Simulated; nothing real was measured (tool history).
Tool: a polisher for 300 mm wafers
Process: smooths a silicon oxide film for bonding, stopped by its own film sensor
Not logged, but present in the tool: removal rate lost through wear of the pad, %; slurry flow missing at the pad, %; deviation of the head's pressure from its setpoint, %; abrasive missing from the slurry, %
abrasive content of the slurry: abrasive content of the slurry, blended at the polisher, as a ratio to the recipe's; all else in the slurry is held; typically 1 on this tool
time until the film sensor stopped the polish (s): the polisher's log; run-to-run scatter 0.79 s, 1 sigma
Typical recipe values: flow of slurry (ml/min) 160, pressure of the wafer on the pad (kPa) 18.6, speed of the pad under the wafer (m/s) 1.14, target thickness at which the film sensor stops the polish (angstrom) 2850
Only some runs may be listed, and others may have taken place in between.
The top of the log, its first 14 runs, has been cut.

run	day	flow of slurry (ml/min)	pressure of the wafer on the pad (kPa)	speed of the pad under the wafer (m/s)	abrasive content of the slurry	target thickness at which the film sensor stops the polish (angstrom)	wafers since the last listed run	wafers polished on this pad	hours since the slurry nozzle was cleaned	hours since the head pressure was calibrated	hours since the slurry blender was calibrated	incoming thickness of the incoming film, nm	time until the film sensor stopped the polish (s)
15	44.842	200	18.6	1.3	1.1	2850	424	1908	149.6	122.8	295.8	342.3	45.3
16	51.317	160	18.6	1.14	1	2850	1160	3068	305	278.2	451.2	335	45.5
17	54.667	200	23.4	1.14	1	2850	600	3668	385.4	358.6	531.6	336	37.9
# day 54.929: slurry blender recalibrated
# day 56.383: worn pad replaced by a new one
18	57.088	160	18.6	1.14	1	2850	389	125	443.5	416.7	51.8	340.3	48.9
19	58.733	160	22.8	1.42	1	2850	294	420	483	456.2	91.3	344.5	37.7
# day 62.75: slurry nozzle cleaned
20	63.4	160	18.6	1.14	1	2850	828	1249	15.6	568.2	203.3	340.6	49.9
21	65.462	145	22.1	0.84	1	2850	369	1619	65.1	617.7	252.8	342.6	58.9
22	67.75	160	18.6	1.14	1	2850	409	2029	120	672.6	307.7	338.2	48.5
# day 75.562: worn pad replaced by a new one
23	75.808	160	23.4	1.14	1	2850	1414	43	313.4	866	501.1	335.5	37.9
# day 76.004: slurry blender recalibrated
24	78.767	160	18.6	1.14	1	2850	515	559	384.4	937	66.3	342.4	50.3
# day 81.058: head pressure recalibrated
25	81.079	160	20.7	1.14	0.85	2850	399	958	439.9	0.5	121.8	337.7	50.5
26	82.958	160	22.8	1.14	0.85	2850	336	1295	485	45.6	166.9	341	49.9
27	86.75	205	18.6	0.86	1.15	2850	679	1974	576	136.6	257.9	335.3	52.6
# day 88.154: slurry nozzle cleaned
28	90.075	160	18.6	1.3	1.3	2850	588	2563	46.1	216.4	337.7	339	40.7
# day 93.421: slurry blender recalibrated
29	94.562	160	18.6	1.14	1	2850	789	3352	153.8	324.1	27.4	343.2	53.7
30	96.379	160	18.6	1.14	1	2930	325	3678	197.4	367.7	71	336.3	38.9

4 options for the next run, each taken on its own from the tool as it stands now. Forecast them:
A	96.396	160	18.6	1.14	1	3020	2	3681	197.8	368.1	71.4	340.4	?
B	96.396	190	18.6	1.14	1	2990	2	3681	197.8	368.1	71.4	340.4	?
C	96.396	160	16.5	1.14	1	2680	2	3681	197.8	368.1	71.4	340.4	?
D	96.396	210	18.6	1.32	1.3	2850	2	3681	197.8	368.1	71.4	340.4	?

run	time until the film sensor stopped the polish (s)
A	35.5
B	37.3
C	73.6
D	39
With no hidden state in the tool, these same runs would have given:
run	time until the film sensor stopped the polish (s)
A	36.6
B	38.5
C	76
D	40.3
